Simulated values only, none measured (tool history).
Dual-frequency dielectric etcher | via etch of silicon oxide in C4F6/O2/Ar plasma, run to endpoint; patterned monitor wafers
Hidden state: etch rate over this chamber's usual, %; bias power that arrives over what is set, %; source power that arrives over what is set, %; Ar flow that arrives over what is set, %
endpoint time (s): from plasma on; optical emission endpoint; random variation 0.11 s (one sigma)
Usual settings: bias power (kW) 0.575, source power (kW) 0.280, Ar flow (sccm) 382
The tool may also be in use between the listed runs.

run,hour,bias power (kW),source power (kW),Ar flow (sccm),wafers since the last listed run,hours since the last wet clean,hours since the last bias power generator calibration,hours since the last source power generator calibration,hours since the last Ar flow controller change,hours since the last upper electrode change,"incoming incoming film thickness, nm",endpoint time (s)
1,0.0,0.575,0.280,382,0,388.0,3205.4,1173.3,4069.6,5264.9,91.7,22.7
# hour 22.0: wet clean of the chamber
2,49.8,0.575,0.280,382,397,27.8,3255.2,1223.1,4119.4,5314.7,91.7,21.4
3,134.9,0.575,0.280,382,1217,112.9,3340.3,1308.2,4204.5,5399.8,91.5,21.7
4,207.1,0.575,0.280,382,1033,185.1,3412.5,1380.4,4276.7,5472.0,90.7,21.9
5,277.2,0.534,0.280,382,1003,255.2,3482.6,1450.5,4346.8,5542.1,91.6,22.8
6,337.7,0.534,0.280,382,865,315.7,3543.1,1511.0,4407.3,5602.6,90.7,23.0
7,385.3,0.534,0.280,382,681,363.3,3590.7,1558.6,4454.9,5650.2,90.5,23.1
# hour 411.3: wet clean of the chamber
# hour 428.6: bias power generator calibrated
8,485.1,0.575,0.280,382,1027,73.8,56.5,1658.4,4554.7,5750.0,91.3,21.7
# hour 567.0: upper electrode replaced
9,586.9,0.575,0.310,434,1113,175.6,158.3,1760.2,4656.5,19.9,90.3,20.9
10,626.7,0.657,0.230,382,569,215.4,198.1,1800.0,4696.3,59.7,90.9,22.4
# hour 711.7: Ar flow controller replaced
11,712.2,0.526,0.280,382,1137,300.9,283.6,1885.5,0.5,145.2,90.1,22.7
# hour 748.7: wet clean of the chamber
# hour 770.2: source power generator calibrated
12,795.3,0.674,0.260,324,788,46.6,366.7,25.1,83.6,228.3,90.3,20.0
13,850.2,0.458,0.280,382,785,101.5,421.6,80.0,138.5,283.2,90.9,23.9
14,926.5,0.475,0.330,336,1091,177.8,497.9,156.3,214.8,359.5,90.1,21.5
15,1005.2,0.575,0.280,382,1126,256.5,576.6,235.0,293.5,438.2,90.5,21.8

Hidden state at the last listed run before each entry between runs and at the first one after, where it differs:
Between runs 1 and 2: wet clean of the chamber (hour 22.0)
  etch rate over this chamber's usual, %: -5.97 -> -0.449
  measured less the result without the state, endpoint time (s): +1.4 -> +0.1
Between runs 7 and 8: wet clean of the chamber (hour 411.3); bias power generator calibrated (hour 428.6)
  etch rate over this chamber's usual, %: -5.14 -> -0.686
  measured less the result without the state, endpoint time (s): +1.2 -> +0.1
Between runs 8 and 9: upper electrode replaced (hour 567.0)
  etch rate over this chamber's usual, %: -0.686 -> -2.11
  measured less the result without the state, endpoint time (s): +0.1 -> +0.5
Between runs 10 and 11: Ar flow controller replaced (hour 711.7)
  etch rate over this chamber's usual, %: -2.67 -> -3.86
  measured less the result without the state, endpoint time (s): +0.6 -> +0.8
Between runs 11 and 12: wet clean of the chamber (hour 748.7); source power generator calibrated (hour 770.2)
  etch rate over this chamber's usual, %: -3.86 -> -0.363
  measured less the result without the state, endpoint time (s): +0.8 -> +0.0

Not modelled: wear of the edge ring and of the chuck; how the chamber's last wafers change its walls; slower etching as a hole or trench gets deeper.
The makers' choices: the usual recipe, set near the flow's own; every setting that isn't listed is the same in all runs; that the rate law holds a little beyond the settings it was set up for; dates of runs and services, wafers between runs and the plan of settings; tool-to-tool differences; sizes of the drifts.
